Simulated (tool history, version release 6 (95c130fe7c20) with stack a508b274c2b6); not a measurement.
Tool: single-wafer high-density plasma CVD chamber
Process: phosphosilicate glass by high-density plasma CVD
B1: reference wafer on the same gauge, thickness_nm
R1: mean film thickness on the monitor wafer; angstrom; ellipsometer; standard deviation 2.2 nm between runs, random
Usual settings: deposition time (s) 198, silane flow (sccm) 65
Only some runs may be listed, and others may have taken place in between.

Run 1, hour 0: usual settings but silane flow (sccm) 74; B1 1260.626. Result: R1 13295.73 angstrom.
Run 2, hour 15.6: usual settings but silane flow (sccm) 74; B1 1260.549. Result: R1 13278.68 angstrom.
Run 3, hour 28.9: usual settings but deposition time (s) 180; B1 1260.126. Result: R1 10622.8 angstrom.
Run 4, hour 37.1: usual settings but silane flow (sccm) 58; B1 1260.5. Result: R1 10426.67 angstrom.
Run 5, hour 51.3: usual settings; B1 1259.411. Result: R1 11659.6 angstrom.
Run 6, hour 63.7: usual settings but silane flow (sccm) 72; B1 1260.175. Result: R1 12973.3 angstrom.
Run 7, hour 72.6: usual settings but silane flow (sccm) 72; B1 1260.032. Result: R1 12960.99 angstrom.
Run 8, hour 80.3: usual settings but silane flow (sccm) 72; B1 1259.728. Result: R1 12880.5 angstrom.
Run 9, hour 93.7: usual settings; B1 1260.492. Result: R1 11668.1 angstrom.
Run 10, hour 115.9: usual settings; B1 1259.731. Result: R1 11650.38 angstrom.
Run 11, hour 133.5: usual settings but deposition time (s) 173, silane flow (sccm) 70; B1 1260.34. Result: R1 10962.81 angstrom.
Run 12, hour 149: usual settings; B1 1259.893. Result: R1 11653.43 angstrom.
Run 13, hour 160: usual settings; B1 1260.081. Result: R1 11663.17 angstrom.
Run 14, hour 172.1: usual settings; B1 1259.885. Result: R1 11671.36 angstrom.
Run 15, hour 182.1: usual settings; B1 1260.097. Result: R1 11646.61 angstrom.
Run 16, hour 190.2: usual settings but deposition time (s) 221; B1 1259.87. Result: R1 12987.3 angstrom.
Run 17, hour 198.3: usual settings; B1 1260.191. Result: R1 11595.6 angstrom.
Run 18, hour 208.8: usual settings; B1 1260.17. Result: R1 11613.91 angstrom.
Run 19, hour 216.1: usual settings; B1 1259.876. Result: R1 11646.62 angstrom.
Run 20, hour 223.2: usual settings but deposition time (s) 216; B1 1259.858. Result: R1 12701.95 angstrom.
Run 21, hour 231.3: usual settings but deposition time (s) 216; B1 1260.046. Result: R1 12699.24 angstrom.
Run 22, hour 264.3: usual settings; B1 1260.259. Result: R1 11595.14 angstrom.
Run 23, hour 277.8: usual settings; B1 1260.255. Result: R1 11604.66 angstrom.
Run 24, hour 289.2: usual settings but deposition time (s) 165, silane flow (sccm) 69; B1 1260.079. Result: R1 10278.87 angstrom.
Run 25, hour 341.2: usual settings but deposition time (s) 159; B1 1260.066. Result: R1 9333.52 angstrom.
Run 26, hour 358.2: usual settings; B1 1260.627. Result: R1 11625.13 angstrom.
At hour 381.1: silane flow controller replaced.
Run 27, hour 384.2: usual settings but deposition time (s) 170, silane flow (sccm) 56; B1 1260.013. Result: R1 9135.8 angstrom.
Run 28, hour 391.9: usual settings but deposition time (s) 223, silane flow (sccm) 61; B1 1259.892. Result: R1 13021.94 angstrom.
Run 29, hour 408.6: usual settings but deposition time (s) 161; B1 1259.971. Result: R1 10045.94 angstrom.
Run 30, hour 414.9: usual settings but deposition time (s) 234, silane flow (sccm) 72; B1 1260.294. Result: R1 16109.32 angstrom.
Run 31, hour 423.9: usual settings but deposition time (s) 225, silane flow (sccm) 72; B1 1260.259. Result: R1 15506.4 angstrom.
Run 32, hour 434.6: usual settings but deposition time (s) 166, silane flow (sccm) 57; B1 1259.435. Result: R1 9050.11 angstrom.
Run 33, hour 451.4: usual settings but deposition time (s) 224, silane flow (sccm) 57; B1 1259.406. Result: R1 12192.66 angstrom.
Run 34, hour 459: usual settings but deposition time (s) 188, silane flow (sccm) 77; B1 1260.214. Result: R1 13832.24 angstrom.
At hour 466.3: gauge calibrated.
Run 35, hour 473: usual settings but deposition time (s) 213, silane flow (sccm) 71; B1 1260.171. Result: R1 14514.73 angstrom.
Run 36, hour 505: usual settings but silane flow (sccm) 72; B1 1260.093. Result: R1 13667.6 angstrom.
Run 37, hour 518.3: usual settings but silane flow (sccm) 57; B1 1260.034. Result: R1 10773.05 angstrom.
Run 38, hour 529.7: usual settings but silane flow (sccm) 69; B1 1259.978. Result: R1 13073.54 angstrom.
Run 39, hour 540.3: usual settings; B1 1260.378. Result: R1 12287.68 angstrom.
Run 40, hour 553.6: usual settings; B1 1260.406. Result: R1 12275.92 angstrom.
Run 41, hour 568.1: usual settings but deposition time (s) 180, silane flow (sccm) 76; B1 1260.307. Result: R1 13050.99 angstrom.
Run 42, hour 582.9: usual settings; B1 1260.595. Result: R1 12301.86 angstrom.
Run 43, hour 589.5: usual settings but silane flow (sccm) 74; B1 1259.86. Result: R1 13984.44 angstrom.
Run 44, hour 605.9: usual settings; B1 1259.956. Result: R1 12313.88 angstrom.
Run 45, hour 619: usual settings but deposition time (s) 175, silane flow (sccm) 71; B1 1260.114. Result: R1 11852.8 angstrom.

Branching from run 45: 4 alternative next runs. What would each branch give?
Run A, hour 619.5: usual settings; B1 ?. Result: R1 ?.
Run B, hour 619.5: usual settings but deposition time (s) 218, silane flow (sccm) 59; B1 ?. Result: R1 ?.
Run C, hour 619.5: usual settings but silane flow (sccm) 77; B1 ?. Result: R1 ?.
Run D, hour 619.5: usual settings but deposition time (s) 225; B1 ?. Result: R1 ?.

run        B1        R1
  A  1259.923  12301.83
  B  1259.923  12294.18
  C  1259.923  14572.93
  D  1259.923  13979.35
With the hidden condition removed and each run's random variation left untouched, the same runs would have given:
run        R1
  A  12305.48
  B  12297.83
  C  14577.26
  D   13983.5
